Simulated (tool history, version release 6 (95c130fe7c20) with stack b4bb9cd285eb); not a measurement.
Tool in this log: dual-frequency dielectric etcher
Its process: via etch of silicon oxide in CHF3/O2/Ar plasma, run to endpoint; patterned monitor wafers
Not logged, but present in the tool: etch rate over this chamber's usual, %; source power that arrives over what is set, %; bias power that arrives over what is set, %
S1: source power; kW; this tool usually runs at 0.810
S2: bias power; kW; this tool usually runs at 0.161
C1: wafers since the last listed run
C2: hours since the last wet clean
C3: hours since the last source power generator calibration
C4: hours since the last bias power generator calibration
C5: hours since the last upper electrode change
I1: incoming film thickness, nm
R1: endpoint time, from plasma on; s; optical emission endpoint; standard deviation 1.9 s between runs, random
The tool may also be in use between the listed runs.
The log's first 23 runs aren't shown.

{"run": 24, "hour": 350.9, "S1": 0.7, "S2": 0.129, "C1": 54, "C2": 24.1, "C3": 30.0, "C4": 237.6, "C5": 272.5, "I1": 434.4, "R1": 254.5}
{"run": 25, "hour": 364.6, "S1": 0.81, "S2": 0.161, "C1": 86, "C2": 37.8, "C3": 43.7, "C4": 251.3, "C5": 286.2, "I1": 434.9, "R1": 216.8}
{"run": 26, "hour": 378.9, "S1": 0.81, "S2": 0.131, "C1": 90, "C2": 52.1, "C3": 58.0, "C4": 265.6, "C5": 300.5, "I1": 438.7, "R1": 234.2}
{"run": 27, "hour": 394.5, "S1": 0.81, "S2": 0.161, "C1": 98, "C2": 67.7, "C3": 73.6, "C4": 281.2, "C5": 316.1, "I1": 434.2, "R1": 216.1}
{"run": 28, "hour": 401.9, "S1": 0.94, "S2": 0.189, "C1": 46, "C2": 75.1, "C3": 81.0, "C4": 288.6, "C5": 323.5, "I1": 438.1, "R1": 195.0}
{"run": 29, "hour": 413.2, "S1": 0.88, "S2": 0.149, "C1": 71, "C2": 86.4, "C3": 92.3, "C4": 299.9, "C5": 334.8, "I1": 435.9, "R1": 218.1}
{"run": 30, "hour": 419.3, "S1": 0.81, "S2": 0.161, "C1": 38, "C2": 92.5, "C3": 98.4, "C4": 306.0, "C5": 340.9, "I1": 438.1, "R1": 215.9}
{"run": 31, "hour": 432.3, "S1": 0.81, "S2": 0.161, "C1": 81, "C2": 105.5, "C3": 111.4, "C4": 319.0, "C5": 353.9, "I1": 436.4, "R1": 217.2}
{"run": 32, "hour": 445.4, "S1": 0.62, "S2": 0.137, "C1": 82, "C2": 118.6, "C3": 124.5, "C4": 332.1, "C5": 367.0, "I1": 437.5, "R1": 261.8}
{"run": 33, "hour": 451.9, "S1": 0.81, "S2": 0.161, "C1": 40, "C2": 125.1, "C3": 131.0, "C4": 338.6, "C5": 373.5, "I1": 437.1, "R1": 216.1}
{"run": 34, "hour": 463.0, "S1": 0.81, "S2": 0.161, "C1": 69, "C2": 136.2, "C3": 142.1, "C4": 349.7, "C5": 384.6, "I1": 433.4, "R1": 217.4}

5 ways to go on from here, each from the tool as it stands after run 34. What would each give?
{"run": "A", "hour": 463.5, "S1": 0.81, "S2": 0.161, "C1": 3, "C2": 136.7, "C3": 142.6, "C4": 350.2, "C5": 385.1, "I1": 441.2, "R1": "?"}
{"run": "B", "hour": 463.5, "S1": 1.0, "S2": 0.177, "C1": 3, "C2": 136.7, "C3": 142.6, "C4": 350.2, "C5": 385.1, "I1": 441.2, "R1": "?"}
{"run": "C", "hour": 463.5, "S1": 0.97, "S2": 0.161, "C1": 3, "C2": 136.7, "C3": 142.6, "C4": 350.2, "C5": 385.1, "I1": 441.2, "R1": "?"}
{"run": "D", "hour": 463.5, "S1": 0.89, "S2": 0.191, "C1": 3, "C2": 136.7, "C3": 142.6, "C4": 350.2, "C5": 385.1, "I1": 441.2, "R1": "?"}
{"run": "E", "hour": 463.5, "S1": 0.63, "S2": 0.147, "C1": 3, "C2": 136.7, "C3": 142.6, "C4": 350.2, "C5": 385.1, "I1": 441.2, "R1": "?"}

run=A R1=218.3
run=B R1=192.4
run=C R1=202.0
run=D R1=196.4
run=E R1=252.7
Had the tool no hidden state, the same runs would have come out as:
run=A R1=218.3
run=B R1=192.4
run=C R1=202.0
run=D R1=196.4
run=E R1=252.7
